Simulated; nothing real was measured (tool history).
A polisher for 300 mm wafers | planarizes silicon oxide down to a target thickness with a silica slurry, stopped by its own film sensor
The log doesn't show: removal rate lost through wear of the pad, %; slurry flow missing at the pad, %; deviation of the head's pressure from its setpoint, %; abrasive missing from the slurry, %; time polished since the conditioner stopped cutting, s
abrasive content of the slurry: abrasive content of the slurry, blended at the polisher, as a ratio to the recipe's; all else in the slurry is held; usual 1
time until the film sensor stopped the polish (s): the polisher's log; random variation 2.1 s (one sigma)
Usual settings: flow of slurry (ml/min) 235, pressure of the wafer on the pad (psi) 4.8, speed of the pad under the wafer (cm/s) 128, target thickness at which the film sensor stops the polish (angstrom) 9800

| run | day | flow of slurry (ml/min) | pressure of the wafer on the pad (psi) | speed of the pad under the wafer (cm/s) | abrasive content of the slurry | target thickness at which the film sensor stops the polish (angstrom) | wafers since the last listed run | wafers polished on this pad | hours since the slurry nozzle was cleaned | hours since the head pressure was calibrated | hours since the slurry blender was calibrated | hours since the conditioning disc was replaced | incoming thickness of the incoming film, nm | time until the film sensor stopped the polish (s) |
|---|---|---|---|---|---|---|---|---|---|---|---|---|---|---|
| 1 | 0 | 235 | 4.8 | 128 | 1 | 10490 | 0 | 1024 | 361.4 | 862.5 | 51 | 128.6 | 1401.3 | 113.9 |
|  | 0.525 | worn pad replaced by a new one |
| 2 | 0.621 | 235 | 4 | 128 | 1 | 9800 | 98 | 20 | 376.3 | 877.4 | 65.9 | 143.5 | 1355.2 | 154.9 |
| 3 | 1.042 | 235 | 4 | 128 | 1 | 9800 | 91 | 112 | 386.4 | 887.5 | 76 | 153.6 | 1365.6 | 159.4 |
| 4 | 1.508 | 235 | 4 | 128 | 1 | 9800 | 101 | 213 | 397.6 | 898.7 | 87.2 | 164.8 | 1392.9 | 172.6 |
| 5 | 2.183 | 260 | 4.8 | 128 | 1 | 9800 | 146 | 360 | 413.8 | 914.9 | 103.4 | 181 | 1380.1 | 140 |
|  | 2.738 | slurry blender recalibrated |
| 6 | 2.921 | 235 | 4.8 | 128 | 1 | 9800 | 142 | 502 | 431.5 | 932.6 | 4.4 | 198.7 | 1353.7 | 108.6 |
| 7 | 3.475 | 235 | 4.8 | 128 | 1 | 9800 | 120 | 622 | 444.8 | 945.9 | 17.7 | 212 | 1360.7 | 120.9 |
|  | 3.575 | conditioning disc replaced and pad reconditioned |
| 8 | 4.188 | 235 | 4.8 | 128 | 1 | 9800 | 136 | 759 | 461.9 | 963 | 34.8 | 14.7 | 1366.7 | 124.8 |
|  | 4.925 | head pressure recalibrated |
| 9 | 4.946 | 235 | 4.8 | 128 | 1 | 9800 | 146 | 905 | 480.1 | 0.5 | 53 | 32.9 | 1365.5 | 132.3 |
| 10 | 5.492 | 235 | 4.8 | 128 | 1 | 9800 | 118 | 1024 | 493.2 | 13.6 | 66.1 | 46 | 1372.8 | 137.6 |
| 11 | 5.967 | 200 | 4.8 | 90 | 1 | 9800 | 103 | 1127 | 504.6 | 25 | 77.5 | 57.4 | 1353.9 | 173.7 |
| 12 | 6.358 | 310 | 5.9 | 128 | 1.3 | 9800 | 85 | 1212 | 514 | 34.4 | 86.9 | 66.8 | 1392.7 | 98.5 |
| 13 | 6.967 | 235 | 4.8 | 128 | 1 | 9800 | 132 | 1344 | 528.6 | 49 | 101.5 | 81.4 | 1368.7 | 137.1 |
| 14 | 7.292 | 180 | 3.1 | 128 | 1 | 9800 | 70 | 1414 | 536.4 | 56.8 | 109.3 | 89.2 | 1373.7 | 228.8 |
|  | 7.596 | worn pad replaced by a new one, of another model than before |
| 15 | 7.858 | 235 | 4.8 | 112 | 1 | 9800 | 86 | 56 | 550 | 70.4 | 122.9 | 102.8 | 1412.7 | 167 |
| 16 | 8.258 | 235 | 4.8 | 128 | 1 | 9800 | 86 | 143 | 559.6 | 80 | 132.5 | 112.4 | 1387.8 | 149.7 |
|  | 8.667 | slurry nozzle cleaned |
| 17 | 8.708 | 235 | 6.5 | 128 | 1 | 9800 | 88 | 232 | 1 | 90.8 | 143.3 | 123.2 | 1374.5 | 116.3 |
|  | 8.958 | slurry blender recalibrated |
| 18 | 9 | 235 | 6.3 | 128 | 1 | 9060 | 45 | 277 | 8 | 97.8 | 1 | 130.2 | 1407 | 123.2 |
| 19 | 10.017 | 235 | 3.3 | 128 | 1 | 10350 | 220 | 498 | 32.4 | 122.2 | 25.4 | 154.6 | 1387.5 | 136.6 |
| 20 | 10.662 | 235 | 4.8 | 112 | 1 | 9800 | 140 | 638 | 47.9 | 137.7 | 40.9 | 170.1 | 1373.7 | 134.9 |
| 21 | 11.325 | 235 | 3.3 | 128 | 0.7 | 11040 | 143 | 782 | 63.8 | 153.6 | 56.8 | 186 | 1385.8 | 137.7 |
| 22 | 11.871 | 180 | 3.3 | 100 | 1 | 10630 | 118 | 900 | 76.9 | 166.7 | 69.9 | 199.1 | 1367.4 | 145.7 |
| 23 | 12.238 | 235 | 5.3 | 128 | 1 | 8630 | 79 | 980 | 85.7 | 175.5 | 78.7 | 207.9 | 1365.3 | 166.2 |
|  | 12.662 | conditioning disc replaced and pad reconditioned |
| 24 | 12.708 | 235 | 4.8 | 128 | 1 | 9800 | 84 | 1064 | 97 | 186.8 | 90 | 1.1 | 1352.5 | 128.6 |

Forecast each of these 5 alternatives for the next run:
| A | 12.729 | 235 | 4.8 | 128 | 1 | 9800 | 4 | 1069 | 97.5 | 187.3 | 90.5 | 1.6 | 1377.4 | ? |
| B | 12.729 | 235 | 4 | 110 | 1 | 10360 | 4 | 1069 | 97.5 | 187.3 | 90.5 | 1.6 | 1377.4 | ? |
| C | 12.729 | 235 | 6.1 | 84 | 0.8 | 8950 | 4 | 1069 | 97.5 | 187.3 | 90.5 | 1.6 | 1377.4 | ? |
| D | 12.729 | 235 | 4.8 | 168 | 1 | 11040 | 4 | 1069 | 97.5 | 187.3 | 90.5 | 1.6 | 1377.4 | ? |
| E | 12.729 | 235 | 4.3 | 128 | 1 | 9250 | 4 | 1069 | 97.5 | 187.3 | 90.5 | 1.6 | 1377.4 | ? |

| run | time until the film sensor stopped the polish (s) |
|---|---|
| A | 140.1 |
| B | 141.3 |
| C | 193.8 |
| D | 85.7 |
| E | 169.7 |
Without the tool's hidden state the same runs would have given:
| run | time until the film sensor stopped the polish (s) |
|---|---|
| A | 116.6 |
| B | 117.5 |
| C | 158.1 |
| D | 71.3 |
| E | 141.2 |
